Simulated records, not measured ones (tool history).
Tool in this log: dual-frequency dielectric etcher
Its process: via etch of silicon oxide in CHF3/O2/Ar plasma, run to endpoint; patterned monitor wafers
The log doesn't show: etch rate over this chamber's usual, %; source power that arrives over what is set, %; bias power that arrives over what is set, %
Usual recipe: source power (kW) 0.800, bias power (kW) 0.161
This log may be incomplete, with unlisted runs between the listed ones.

run,hour,source power (kW),bias power (kW),wafers since the last listed run,hours since the last wet clean,hours since the last source power generator calibration,hours since the last bias power generator calibration,hours since the last upper electrode change,"incoming incoming film thickness, nm",endpoint time (s)
1,0.0,0.760,0.147,0,122.5,2327.5,2150.8,3272.0,429.4,224.5
2,16.5,0.760,0.147,82,139.0,2344.0,2167.3,3288.5,423.5,221.7
3,38.4,0.760,0.147,109,160.9,2365.9,2189.2,3310.4,425.7,223.2
4,73.0,0.800,0.161,172,195.5,2400.5,2223.8,3345.0,426.9,210.2
5,91.8,0.800,0.161,93,214.3,2419.3,2242.6,3363.8,430.9,213.0
6,108.1,0.800,0.161,81,230.6,2435.6,2258.9,3380.1,431.4,213.4
7,120.2,0.800,0.161,60,242.7,2447.7,2271.0,3392.2,428.6,212.6
8,147.5,0.800,0.161,136,270.0,2475.0,2298.3,3419.5,425.0,210.7
9,163.0,0.800,0.140,77,285.5,2490.5,2313.8,3435.0,423.8,227.3
10,180.2,0.800,0.140,85,302.7,2507.7,2331.0,3452.2,425.5,227.4
11,202.6,0.800,0.161,111,325.1,2530.1,2353.4,3474.6,426.3,211.5
# hour 232.9: source power generator calibrated
12,233.4,0.800,0.161,133,355.9,0.5,2384.2,3505.4,424.7,212.3
# hour 273.0: wet clean of the chamber
13,273.5,0.800,0.161,80,0.5,40.6,2424.3,3545.5,429.7,207.4
14,275.6,0.800,0.144,10,2.6,42.7,2426.4,3547.6,430.2,220.1
15,293.3,0.710,0.137,88,20.3,60.4,2444.1,3565.3,429.6,237.5
16,311.3,0.870,0.148,89,38.3,78.4,2462.1,3583.3,426.7,209.4
17,331.8,0.880,0.199,102,58.8,98.9,2482.6,3603.8,429.0,180.2
# hour 350.4: bias power generator calibrated
# hour 375.2: upper electrode replaced
18,375.7,0.700,0.144,79,102.7,142.8,25.3,0.5,428.7,233.3
19,376.1,0.800,0.161,1,103.1,143.2,25.7,0.9,427.0,207.6
20,406.9,0.880,0.200,153,133.9,174.0,56.5,31.7,430.2,182.3
21,440.0,0.850,0.185,165,167.0,207.1,89.6,64.8,429.3,190.5
22,468.8,0.870,0.125,143,195.8,235.9,118.4,93.6,433.3,235.2
23,483.4,0.940,0.161,72,210.4,250.5,133.0,108.2,424.2,194.5
24,512.0,0.800,0.201,142,239.0,279.1,161.6,136.8,429.6,190.4
25,537.2,0.800,0.161,125,264.2,304.3,186.8,162.0,430.3,214.6
26,572.2,0.800,0.161,174,299.2,339.3,221.8,197.0,426.9,213.7
27,585.3,0.650,0.192,65,312.3,352.4,234.9,210.1,433.1,214.7
# hour 623.3: wet clean of the chamber
28,623.8,0.800,0.143,72,0.5,390.9,273.4,248.6,430.8,222.1

Predict each of these 4 candidate next runs independently; none follows another, all start after run 28:
A,624.3,0.920,0.161,2,1.0,391.4,273.9,249.1,428.2,?
B,624.3,0.600,0.201,2,1.0,391.4,273.9,249.1,428.2,?
C,624.3,0.660,0.161,2,1.0,391.4,273.9,249.1,428.2,?
D,624.3,0.660,0.173,2,1.0,391.4,273.9,249.1,428.2,?

run,endpoint time (s)
A,196.0
B,207.9
C,224.1
D,215.9
Without the tool's hidden state the same runs would have given:
run,endpoint time (s)
A,195.6
B,207.5
C,223.7
D,215.5

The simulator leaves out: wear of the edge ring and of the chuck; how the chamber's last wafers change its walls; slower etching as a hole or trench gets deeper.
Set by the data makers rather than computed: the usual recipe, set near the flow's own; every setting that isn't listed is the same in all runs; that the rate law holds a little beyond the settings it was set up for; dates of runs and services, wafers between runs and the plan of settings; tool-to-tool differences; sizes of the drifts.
